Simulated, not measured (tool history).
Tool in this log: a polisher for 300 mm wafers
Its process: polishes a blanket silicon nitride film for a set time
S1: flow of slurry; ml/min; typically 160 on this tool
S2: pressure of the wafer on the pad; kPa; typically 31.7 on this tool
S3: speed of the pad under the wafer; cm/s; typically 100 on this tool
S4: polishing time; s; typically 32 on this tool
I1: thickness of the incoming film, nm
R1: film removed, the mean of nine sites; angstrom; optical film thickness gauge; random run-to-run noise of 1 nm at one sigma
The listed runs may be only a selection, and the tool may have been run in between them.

run   hour   S1    S2   S3  S4     I1    R1
  1      0  160  31.7  100  32  910.2   831
  2    7.1  160  31.7  100  32  912.4   811
  3   24.1  160  34.5  100  32  924.2   879
  4     34  160  34.5  100  32  912.9   897
  5   49.3  160  24.1  100  32  918.2   636
  6   56.9  160  31.7  100  32  941.3   832
  7   73.6  160  31.7  100  32  916.3   812
        86  -- worn pad replaced by a new one
  8   86.5  160  31.7  100  32  928.7   819
  9   98.4  160  31.7  100  28  919.3   701
 10  109.4  160  31.7  100  32  938.2   792
 11  115.6  160  31.7  100  32  922.2   779
 12  130.8  160  31.7  100  32  909.2   797
 13  140.9  160  31.7  100  32  923.4   783
 14  153.7  160  31.7  100  32  921.7   796
 15  167.2  105  31.7  100  42  919.8   925
 16  185.1  125  31.7  100  25  931.2   570
       199  -- slurry nozzle cleaned
 17  202.6  160  31.7  100  32  920.6   857
 18  211.9  135  31.7  100  32  925.8   832
       220  -- worn pad replaced by a new one
 19  221.4  160  31.7  100  32  903.9   845
 20  234.5  160  31.7  100  24  914.7   645
 21  248.5  160  31.7  112  38  922.4  1107
 22    260  160  31.7  100  32  912.7   851
 23  306.2  160  35.2  100  32  920.4   944
 24  312.8  160  31.7  100  32  924.8   844
 25  321.8  160  31.7  100  32  913.9   861
     326.5  -- worn pad replaced by a new one
     328.2  -- head pressure recalibrated
 26  336.5  160  31.7  100  32    910   866
 27  345.7  160  31.7  100  32  932.1   862
 28  358.7  160  31.7  126  41  920.4  1328
 29  371.4  215  31.7  100  40  909.3  1124
 30  383.2  160  37.2  112  23  925.1   787
 31  393.7  160  31.7  100  32    902   855
 32  405.5  160  31.7   70  32  926.1   657
 33  414.5  180  39.3   90  32  922.5   977
     432.8  -- worn pad replaced by a new one
 34  464.2  160  31.7   82  32    922   721
 35  478.6  125  31.7  134  32  913.3  1020
 36  485.5  160  31.7  100  32    918   843
 37    499  190  36.5  120  32  927.7  1146

Exercise: give the hidden state of the tool at every run:
removal rate lost through wear of the pad, %: 0 across all the runs
deviation of the head's pressure from its setpoint, %: 0 across all the runs
H1: slurry flow missing at the pad, %
run    H1
  1    28
  2  28.6
  3  30.2
  4  31.1
  5  32.6
  6  33.3
  7    35
  8  36.3
  9  37.6
 10  38.8
 11  39.4
 12  41.1
 13  42.2
 14  43.7
 15  45.2
 16  47.4
 17  1.23
 18  1.24
 19  1.27
 20  1.33
 21  1.43
 22  1.53
 23  2.17
 24  2.29
 25  2.47
 26  2.78
 27     3
 28  3.33
 29  3.68
 30  4.02
 31  4.35
 32  4.74
 33  5.05
 34  7.02
 35  7.67
 36  7.99
 37  8.64
